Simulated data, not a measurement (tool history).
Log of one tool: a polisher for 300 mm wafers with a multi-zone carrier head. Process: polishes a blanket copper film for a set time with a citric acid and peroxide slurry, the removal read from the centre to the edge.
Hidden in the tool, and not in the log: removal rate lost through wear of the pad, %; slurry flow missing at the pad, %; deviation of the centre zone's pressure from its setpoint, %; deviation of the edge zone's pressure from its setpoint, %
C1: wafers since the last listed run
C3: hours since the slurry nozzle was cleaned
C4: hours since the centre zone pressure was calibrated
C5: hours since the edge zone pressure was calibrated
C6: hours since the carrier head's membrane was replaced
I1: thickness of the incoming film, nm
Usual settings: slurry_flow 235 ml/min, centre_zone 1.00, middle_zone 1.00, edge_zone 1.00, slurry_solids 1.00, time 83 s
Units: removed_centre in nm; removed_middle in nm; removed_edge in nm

{"run": 1, "day": 0.0, "slurry_flow": 280, "centre_zone": 1.0, "middle_zone": 1.0, "edge_zone": 1.0, "slurry_solids": 1.0, "time": 83, "C1": 0, "wafers polished on this pad": 637, "C3": 149.0, "C4": 19.9, "C5": 1029.5, "C6": 1090.2, "I1": 539.4, "removed_centre": 179.3, "removed_middle": 186.4, "removed_edge": 182.8}
{"run": 2, "day": 0.508, "slurry_flow": 280, "centre_zone": 1.0, "middle_zone": 1.0, "edge_zone": 1.0, "slurry_solids": 1.0, "time": 83, "C1": 128, "wafers polished on this pad": 766, "C3": 161.2, "C4": 32.1, "C5": 1041.7, "C6": 1102.4, "I1": 538.2, "removed_centre": 179.6, "removed_middle": 184.0, "removed_edge": 185.5}
{"run": 3, "day": 1.221, "slurry_flow": 280, "centre_zone": 1.0, "middle_zone": 1.0, "edge_zone": 1.0, "slurry_solids": 1.0, "time": 83, "C1": 179, "wafers polished on this pad": 946, "C3": 178.3, "C4": 49.2, "C5": 1058.8, "C6": 1119.5, "I1": 537.4, "removed_centre": 179.5, "removed_middle": 182.4, "removed_edge": 180.1}
{"run": 4, "day": 2.571, "slurry_flow": 235, "centre_zone": 1.0, "middle_zone": 1.0, "edge_zone": 1.0, "slurry_solids": 1.0, "time": 83, "C1": 340, "wafers polished on this pad": 1287, "C3": 210.7, "C4": 81.6, "C5": 1091.2, "C6": 1151.9, "I1": 541.9, "removed_centre": 173.4, "removed_middle": 176.1, "removed_edge": 176.2}
{"day": 3.025, "done": "slurry nozzle cleaned"}
{"run": 5, "day": 3.967, "slurry_flow": 235, "centre_zone": 1.0, "middle_zone": 1.0, "edge_zone": 1.0, "slurry_solids": 1.0, "time": 83, "C1": 341, "wafers polished on this pad": 1629, "C3": 22.6, "C4": 115.1, "C5": 1124.7, "C6": 1185.4, "I1": 532.9, "removed_centre": 165.7, "removed_middle": 168.7, "removed_edge": 167.5}
{"run": 6, "day": 5.088, "slurry_flow": 300, "centre_zone": 0.89, "middle_zone": 1.0, "edge_zone": 1.11, "slurry_solids": 1.0, "time": 83, "C1": 283, "wafers polished on this pad": 1912, "C3": 49.5, "C4": 142.0, "C5": 1151.6, "C6": 1212.3, "I1": 531.8, "removed_centre": 145.8, "removed_middle": 170.3, "removed_edge": 172.2}
{"day": 6.212, "done": "worn pad replaced by a new one, of another model than before"}
{"run": 7, "day": 6.546, "slurry_flow": 155, "centre_zone": 1.0, "middle_zone": 1.0, "edge_zone": 1.0, "slurry_solids": 1.0, "time": 83, "C1": 326, "wafers polished on this pad": 84, "C3": 84.5, "C4": 177.0, "C5": 1186.6, "C6": 1247.3, "I1": 549.4, "removed_centre": 153.8, "removed_middle": 158.7, "removed_edge": 168.6}
{"day": 6.992, "done": "edge zone pressure recalibrated"}
{"run": 8, "day": 7.483, "slurry_flow": 235, "centre_zone": 1.0, "middle_zone": 1.0, "edge_zone": 1.0, "slurry_solids": 1.0, "time": 83, "C1": 215, "wafers polished on this pad": 299, "C3": 107.0, "C4": 199.5, "C5": 11.8, "C6": 1269.8, "I1": 532.0, "removed_centre": 178.3, "removed_middle": 183.9, "removed_edge": 183.8}
{"run": 9, "day": 8.358, "slurry_flow": 270, "centre_zone": 1.0, "middle_zone": 1.0, "edge_zone": 0.94, "slurry_solids": 1.0, "time": 83, "C1": 220, "wafers polished on this pad": 520, "C3": 128.0, "C4": 220.5, "C5": 32.8, "C6": 1290.8, "I1": 538.4, "removed_centre": 185.2, "removed_middle": 187.0, "removed_edge": 180.2}
{"day": 9.938, "done": "carrier head's membrane replaced by a new one"}
{"run": 10, "day": 9.958, "slurry_flow": 155, "centre_zone": 1.0, "middle_zone": 1.0, "edge_zone": 1.0, "slurry_solids": 1.0, "time": 83, "C1": 351, "wafers polished on this pad": 872, "C3": 166.4, "C4": 258.9, "C5": 71.2, "C6": 0.5, "I1": 540.9, "removed_centre": 147.1, "removed_middle": 156.8, "removed_edge": 163.7}
{"day": 11.621, "done": "slurry nozzle cleaned"}
{"run": 11, "day": 13.317, "slurry_flow": 235, "centre_zone": 1.0, "middle_zone": 1.0, "edge_zone": 1.0, "slurry_solids": 0.85, "time": 83, "C1": 837, "wafers polished on this pad": 1709, "C3": 40.7, "C4": 339.5, "C5": 151.8, "C6": 81.1, "I1": 546.1, "removed_centre": 160.6, "removed_middle": 163.3, "removed_edge": 165.2}
{"run": 12, "day": 14.475, "slurry_flow": 155, "centre_zone": 1.0, "middle_zone": 1.0, "edge_zone": 1.0, "slurry_solids": 0.85, "time": 83, "C1": 292, "wafers polished on this pad": 2002, "C3": 68.5, "C4": 367.3, "C5": 179.6, "C6": 108.9, "I1": 539.8, "removed_centre": 136.2, "removed_middle": 138.8, "removed_edge": 140.5}
{"day": 14.671, "done": "worn pad replaced by a new one"}
{"run": 13, "day": 15.817, "slurry_flow": 235, "centre_zone": 1.0, "middle_zone": 1.0, "edge_zone": 1.0, "slurry_solids": 1.0, "time": 74, "C1": 296, "wafers polished on this pad": 288, "C3": 100.7, "C4": 399.5, "C5": 211.8, "C6": 141.1, "I1": 540.2, "removed_centre": 161.4, "removed_middle": 160.8, "removed_edge": 157.3}
{"run": 14, "day": 17.192, "slurry_flow": 235, "centre_zone": 1.12, "middle_zone": 1.08, "edge_zone": 1.0, "slurry_solids": 0.8, "time": 102, "C1": 347, "wafers polished on this pad": 636, "C3": 133.7, "C4": 432.5, "C5": 244.8, "C6": 174.1, "I1": 528.7, "removed_centre": 230.3, "removed_middle": 229.2, "removed_edge": 207.4}
{"run": 15, "day": 18.408, "slurry_flow": 235, "centre_zone": 1.0, "middle_zone": 1.0, "edge_zone": 1.0, "slurry_solids": 1.2, "time": 102, "C1": 307, "wafers polished on this pad": 943, "C3": 162.9, "C4": 461.7, "C5": 274.0, "C6": 203.3, "I1": 550.4, "removed_centre": 216.2, "removed_middle": 225.4, "removed_edge": 221.8}
{"run": 16, "day": 19.429, "slurry_flow": 235, "centre_zone": 1.1, "middle_zone": 0.9, "edge_zone": 1.0, "slurry_solids": 0.75, "time": 70, "C1": 257, "wafers polished on this pad": 1201, "C3": 187.4, "C4": 486.2, "C5": 298.5, "C6": 227.8, "I1": 532.0, "removed_centre": 148.0, "removed_middle": 129.6, "removed_edge": 139.2}
{"run": 17, "day": 20.217, "slurry_flow": 235, "centre_zone": 1.0, "middle_zone": 1.0, "edge_zone": 1.0, "slurry_solids": 1.0, "time": 83, "C1": 198, "wafers polished on this pad": 1400, "C3": 206.3, "C4": 505.1, "C5": 317.4, "C6": 246.7, "I1": 536.2, "removed_centre": 163.6, "removed_middle": 174.6, "removed_edge": 169.5}
{"day": 20.912, "done": "slurry nozzle cleaned"}
{"run": 18, "day": 21.121, "slurry_flow": 235, "centre_zone": 1.0, "middle_zone": 1.0, "edge_zone": 1.0, "slurry_solids": 1.0, "time": 83, "C1": 217, "wafers polished on this pad": 1617, "C3": 5.0, "C4": 526.8, "C5": 339.1, "C6": 268.4, "I1": 540.6, "removed_centre": 166.0, "removed_middle": 170.0, "removed_edge": 172.4}
{"run": 19, "day": 22.329, "slurry_flow": 310, "centre_zone": 1.0, "middle_zone": 0.91, "edge_zone": 1.0, "slurry_solids": 1.0, "time": 63, "C1": 305, "wafers polished on this pad": 1923, "C3": 34.0, "C4": 555.8, "C5": 368.1, "C6": 297.4, "I1": 547.8, "removed_centre": 127.1, "removed_middle": 118.4, "removed_edge": 127.9}
{"run": 20, "day": 22.967, "slurry_flow": 235, "centre_zone": 1.0, "middle_zone": 1.09, "edge_zone": 1.0, "slurry_solids": 1.0, "time": 99, "C1": 160, "wafers polished on this pad": 2084, "C3": 49.3, "C4": 571.1, "C5": 383.4, "C6": 312.7, "I1": 544.4, "removed_centre": 184.1, "removed_middle": 207.8, "removed_edge": 189.9}
{"run": 21, "day": 23.917, "slurry_flow": 305, "centre_zone": 1.0, "middle_zone": 1.0, "edge_zone": 1.0, "slurry_solids": 1.15, "time": 83, "C1": 239, "wafers polished on this pad": 2323, "C3": 72.1, "C4": 593.9, "C5": 406.2, "C6": 335.5, "I1": 538.0, "removed_centre": 162.6, "removed_middle": 164.1, "removed_edge": 165.1}
{"day": 24.408, "done": "worn pad replaced by a new one"}
{"run": 22, "day": 24.538, "slurry_flow": 235, "centre_zone": 0.94, "middle_zone": 1.0, "edge_zone": 1.0, "slurry_solids": 1.0, "time": 83, "C1": 114, "wafers polished on this pad": 32, "C3": 87.0, "C4": 608.8, "C5": 421.1, "C6": 350.4, "I1": 542.3, "removed_centre": 170.4, "removed_middle": 183.3, "removed_edge": 177.3}

The tool's hidden state at each run:
slurry flow missing at the pad, %: 0 in every run
deviation of the centre zone's pressure from its setpoint, %: 0 in every run
deviation of the edge zone's pressure from its setpoint, %: 0 in every run
H1: removal rate lost through wear of the pad, %
run=1 H1=1.25
run=2 H1=1.74
run=3 H1=2.56
run=4 H1=4.57
run=5 H1=7.29
run=6 H1=9.94
run=7 H1=0.121
run=8 H1=0.37
run=9 H1=0.865
run=10 H1=2.43
run=11 H1=8.46
run=12 H1=11.4
run=13 H1=1.35
run=14 H1=2.19
run=15 H1=3.45
run=16 H1=4.89
run=17 H1=6.23
run=18 H1=8.03
run=19 H1=10.8
run=20 H1=12.5
run=21 H1=15.3
run=22 H1=1.26

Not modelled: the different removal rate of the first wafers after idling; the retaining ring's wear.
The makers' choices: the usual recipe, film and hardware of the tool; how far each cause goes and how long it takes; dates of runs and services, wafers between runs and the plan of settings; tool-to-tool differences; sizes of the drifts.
